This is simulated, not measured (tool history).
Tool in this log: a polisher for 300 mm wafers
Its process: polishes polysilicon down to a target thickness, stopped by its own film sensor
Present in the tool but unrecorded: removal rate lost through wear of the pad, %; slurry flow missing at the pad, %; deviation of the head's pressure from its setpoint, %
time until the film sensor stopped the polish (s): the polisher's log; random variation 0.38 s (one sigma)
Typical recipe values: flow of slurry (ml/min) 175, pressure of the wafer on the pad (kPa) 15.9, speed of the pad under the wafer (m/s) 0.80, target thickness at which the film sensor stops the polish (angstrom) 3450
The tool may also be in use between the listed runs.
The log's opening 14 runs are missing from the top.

run,hour,flow of slurry (ml/min),pressure of the wafer on the pad (kPa),speed of the pad under the wafer (m/s),target thickness at which the film sensor stops the polish (angstrom),wafers since the last listed run,wafers polished on this pad,hours since the slurry nozzle was cleaned,hours since the head pressure was calibrated,"incoming thickness of the incoming film, nm",time until the film sensor stopped the polish (s)
15,428.8,195,15.9,0.80,3450,246,1166,125.0,991.5,628.8,41.3
16,444.9,195,15.9,0.80,3450,155,1322,141.1,1007.6,633.0,41.1
17,466.7,175,15.9,0.80,3450,210,1532,162.9,1029.4,621.4,41.3
18,496.1,210,11.7,0.88,3450,283,1816,192.3,1058.8,634.1,47.7
# hour 519.1: head pressure recalibrated
# hour 519.7: worn pad replaced by a new one, of another model than before
19,520.2,175,11.7,0.80,3450,208,5,216.4,1.1,625.4,52.4
20,537.1,230,18.6,0.98,3120,163,168,233.3,18.0,636.8,29.9
21,550.2,175,14.5,1.08,4250,126,294,246.4,31.1,637.0,24.2
22,574.8,175,15.9,0.72,3450,237,532,271.0,55.7,632.2,44.3

What will run 23 give?
23,608.6,175,20.7,0.80,3010,326,858,304.8,89.5,634.4,?

Run 23 gave time until the film sensor stopped the polish (s) 37.2.
With the hidden condition absent and the run-to-run variation left alone, this run would have shown time until the film sensor stopped the polish (s) 35.8.
